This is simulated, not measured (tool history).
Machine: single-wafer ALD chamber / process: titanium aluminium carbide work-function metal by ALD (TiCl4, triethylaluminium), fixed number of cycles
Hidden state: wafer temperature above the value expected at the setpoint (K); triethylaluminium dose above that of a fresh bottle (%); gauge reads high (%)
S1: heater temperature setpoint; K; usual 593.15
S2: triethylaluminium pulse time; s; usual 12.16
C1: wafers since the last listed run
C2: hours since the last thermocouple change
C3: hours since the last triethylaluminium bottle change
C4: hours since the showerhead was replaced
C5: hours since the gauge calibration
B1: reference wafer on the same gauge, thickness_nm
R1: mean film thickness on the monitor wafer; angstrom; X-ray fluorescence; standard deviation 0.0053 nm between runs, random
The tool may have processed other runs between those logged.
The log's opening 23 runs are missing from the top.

run,hour,S1,S2,C1,C2,C3,C4,C5,B1,R1
24,1960.7,607.15,9.73,792,1204.8,1256.0,314.7,1136.6,1.750,21.49
25,2184.1,580.15,9.72,2855,1428.2,1479.4,538.1,1360.0,1.749,19.44
26,2248.2,586.15,7.36,819,1492.3,1543.5,602.2,1424.1,1.750,19.02
27,2295.0,583.15,16.71,598,1539.1,1590.3,649.0,1470.9,1.751,20.58
28,2376.1,584.15,8.63,1036,1620.2,1671.4,730.1,1552.0,1.749,19.39
29,2481.1,601.15,7.31,1342,1725.2,1776.4,835.1,1657.0,1.750,19.75
30,2573.9,593.15,9.98,1186,1818.0,1869.2,927.9,1749.8,1.751,20.16
31,2677.8,584.15,8.53,1328,1921.9,1973.1,1031.8,1853.7,1.750,18.92
32,2731.6,607.15,14.91,687,1975.7,2026.9,1085.6,1907.5,1.750,21.98
# hour 2758.4: thermocouple changed; heater temperature recalibrated
# hour 2782.9: triethylaluminium bottle replaced
33,2786.1,593.15,12.16,492,27.7,3.2,1140.1,1962.0,1.751,21.16

Here are 4 independent what-if runs from the current tool condition. What would each one return?
A,2786.5,593.15,10.48,5,28.1,3.6,1140.5,1962.4,?,?
B,2786.5,582.15,15.43,5,28.1,3.6,1140.5,1962.4,?,?
C,2786.5,584.15,8.45,5,28.1,3.6,1140.5,1962.4,?,?
D,2786.5,603.15,8.95,5,28.1,3.6,1140.5,1962.4,?,?

run,B1,R1
A,1.750,20.99
B,1.750,20.56
C,1.750,19.90
D,1.750,21.43
Had the tool no hidden state, the same runs would have come out as:
run,R1
A,21.00
B,20.57
C,19.92
D,21.45
